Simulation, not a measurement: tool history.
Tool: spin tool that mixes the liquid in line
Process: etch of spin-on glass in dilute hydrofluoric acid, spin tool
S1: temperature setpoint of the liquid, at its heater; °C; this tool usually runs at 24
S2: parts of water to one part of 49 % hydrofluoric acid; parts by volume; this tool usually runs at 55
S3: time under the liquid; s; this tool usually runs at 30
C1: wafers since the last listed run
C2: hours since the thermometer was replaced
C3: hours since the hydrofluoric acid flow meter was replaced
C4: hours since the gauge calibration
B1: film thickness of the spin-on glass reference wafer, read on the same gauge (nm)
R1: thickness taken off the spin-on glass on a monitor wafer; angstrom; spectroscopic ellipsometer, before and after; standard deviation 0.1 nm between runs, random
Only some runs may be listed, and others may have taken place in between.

run	day	S1	S2	S3	C1	C2	C3	C4	B1	R1
1	0	24	55	30	0	252.9	330	661.4	60	264.4
2	3.425	24	55	30	1087	335.1	412.2	743.6	59.99	271
3	6.308	24	55	30	915	404.3	481.4	812.8	59.99	270
4	9.142	24	55	30	899	472.3	549.4	880.8	60.01	272.6
5	12.529	24	55	30	1075	553.6	630.7	962.1	59.97	273.9
6	15.829	24	55	30	1047	632.8	709.9	1041.3	60.01	275.7
# day 16.433: thermometer replaced
# day 18.533: gauge calibrated
7	18.879	24	55	30	955	58.7	783.1	8.3	60.02	267.4
8	20.442	25.5	55	30	496	96.2	820.6	45.8	60	283.7
9	22.508	25.5	55	30	656	145.8	870.2	95.4	59.99	284.9
# day 24.475: hydrofluoric acid flow meter replaced
10	24.971	25.5	55	30	768	204.9	11.9	154.5	60	280.8
11	28.488	24	55	30	1116	289.3	96.3	238.9	60.01	266.8
12	31.967	24	55	30	1104	372.8	179.8	322.4	60.01	267.6
13	33.833	21.5	75	30	592	417.6	224.6	367.2	59.99	173.5
14	37.267	24	30	30	1089	500	307	449.6	60.02	514.3
# day 39.95: thermometer replaced
15	41.592	24	40	45	1359	39.4	410.8	553.4	60.02	550.1
16	46.075	24	55	30	1423	147	518.4	661	59.96	265.6
17	48.458	26.5	55	15	756	204.2	575.6	718.2	60.01	146.7
18	51.754	19	85	45	1046	283.3	654.7	797.3	60.02	205.6
19	53.458	20.5	55	30	541	324.2	695.6	838.2	59.99	234.4
20	57.875	20.5	25	15	1402	430.2	801.6	944.2	60.01	269.1
# day 63.071: thermometer replaced
# day 66.233: hydrofluoric acid flow meter replaced
21	70.3	24	55	15	3917	173.5	97.6	1242.4	60	132.4
# day 70.312: gauge calibrated
22	82.421	26.5	55	15	3847	464.4	388.5	290.6	60	149.4
23	86.525	19.5	55	45	1302	562.9	487	389.1	60	339.7
24	89.983	28.5	55	45	1097	645.9	570	472.1	60	496

Exercise: give the hidden state of the tool at every run:
gauge reads high (%): 0 at every run
H1: liquid hotter than its thermometer reads (K)
H2: hydrofluoric acid flow above the setpoint (%)
run	H1	H2
1	0.564	0.733
2	0.709	0.912
3	0.832	1.06
4	0.952	1.21
5	1.09	1.39
6	1.23	1.56
7	0.265	1.72
8	0.331	1.8
9	0.419	1.91
10	0.523	0.0961
11	0.672	0.28
12	0.819	0.462
13	0.898	0.56
14	1.04	0.739
15	0.0911	0.966
16	0.281	1.2
17	0.382	1.33
18	0.521	1.5
19	0.594	1.59
20	0.781	1.82
21	0.397	0.326
22	0.91	0.961
23	1.08	1.18
24	1.23	1.36

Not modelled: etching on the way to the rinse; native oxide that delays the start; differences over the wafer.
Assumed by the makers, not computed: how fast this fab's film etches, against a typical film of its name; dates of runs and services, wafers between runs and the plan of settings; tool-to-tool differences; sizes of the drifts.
